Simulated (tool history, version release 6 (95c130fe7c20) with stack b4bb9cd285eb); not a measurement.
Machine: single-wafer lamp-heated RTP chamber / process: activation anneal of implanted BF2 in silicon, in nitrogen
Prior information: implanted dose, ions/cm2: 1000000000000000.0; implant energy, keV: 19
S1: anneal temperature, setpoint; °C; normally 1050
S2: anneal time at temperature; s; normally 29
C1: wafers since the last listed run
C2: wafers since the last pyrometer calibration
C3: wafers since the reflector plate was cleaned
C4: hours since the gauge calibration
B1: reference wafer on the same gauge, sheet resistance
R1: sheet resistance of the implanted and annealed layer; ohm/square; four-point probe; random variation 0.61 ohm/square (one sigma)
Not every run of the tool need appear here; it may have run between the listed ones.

| run | hour | S1 | S2 | C1 | C2 | C3 | C4 | B1 | R1 |
|---|---|---|---|---|---|---|---|---|---|
| 1 | 0.0 | 1050 | 35 | 0 | 6311 | 7741 | 3616.0 | 160.89 | 134.91 |
|  | 145.5 | pyrometer window cleaned and pyrometer calibrated |
| 2 | 265.2 | 1050 | 35 | 2937 | 1367 | 10678 | 3881.2 | 160.96 | 138.41 |
| 3 | 368.9 | 1050 | 40 | 1184 | 2551 | 11863 | 3984.9 | 160.86 | 135.47 |
|  | 387.8 | reflector plate cleaned |
| 4 | 421.6 | 1050 | 29 | 510 | 3061 | 385 | 4037.6 | 161.04 | 143.77 |
| 5 | 502.1 | 1050 | 29 | 919 | 3981 | 1305 | 4118.1 | 161.02 | 141.61 |
| 6 | 563.5 | 1030 | 22 | 701 | 4682 | 2006 | 4179.5 | 160.86 | 158.87 |
| 7 | 654.1 | 1030 | 22 | 1034 | 5717 | 3040 | 4270.1 | 161.06 | 157.30 |
|  | 734.3 | gauge calibrated |
|  | 876.2 | pyrometer window cleaned and pyrometer calibrated |
| 8 | 927.3 | 1030 | 22 | 3028 | 583 | 6069 | 193.0 | 160.83 | 159.31 |
| 9 | 1004.0 | 1031 | 29 | 875 | 1459 | 6945 | 269.7 | 160.94 | 153.29 |
| 10 | 1067.4 | 1050 | 29 | 724 | 2183 | 7669 | 333.1 | 160.90 | 140.80 |
| 11 | 1117.9 | 1050 | 29 | 576 | 2760 | 8246 | 383.6 | 160.90 | 141.03 |
| 12 | 1164.8 | 1050 | 29 | 535 | 3295 | 8782 | 430.5 | 161.07 | 139.81 |
| 13 | 1271.6 | 1050 | 29 | 1219 | 4515 | 10001 | 537.3 | 161.04 | 138.84 |
| 14 | 1310.0 | 1050 | 29 | 438 | 4954 | 10440 | 575.7 | 160.93 | 137.90 |
|  | 1415.8 | reflector plate cleaned |
| 15 | 1416.3 | 1050 | 29 | 1122 | 6076 | 5 | 682.0 | 161.05 | 141.44 |
| 16 | 1468.6 | 1050 | 29 | 597 | 6674 | 602 | 734.3 | 160.90 | 140.31 |
| 17 | 1510.7 | 1037 | 44 | 480 | 7154 | 1083 | 776.4 | 160.96 | 139.45 |
|  | 1555.8 | pyrometer window cleaned and pyrometer calibrated |
| 18 | 1578.0 | 1068 | 19 | 677 | 253 | 1760 | 843.7 | 160.78 | 138.21 |
| 19 | 1672.8 | 1058 | 24 | 1082 | 1336 | 2843 | 938.5 | 161.06 | 140.04 |
| 20 | 1731.9 | 1050 | 29 | 674 | 2011 | 3518 | 997.6 | 161.10 | 141.96 |

Estimate the outcome of run 21 from the log above:
| 21 | 1830.2 | 1035 | 29 | 1122 | 3134 | 4641 | 1095.9 | ? | ? |

Run 21 produced B1 160.98, R1 150.69 ohm/square.
Were there no unlogged condition in the tool, this run, its random variation unchanged, would have produced R1 155.54 ohm/square.
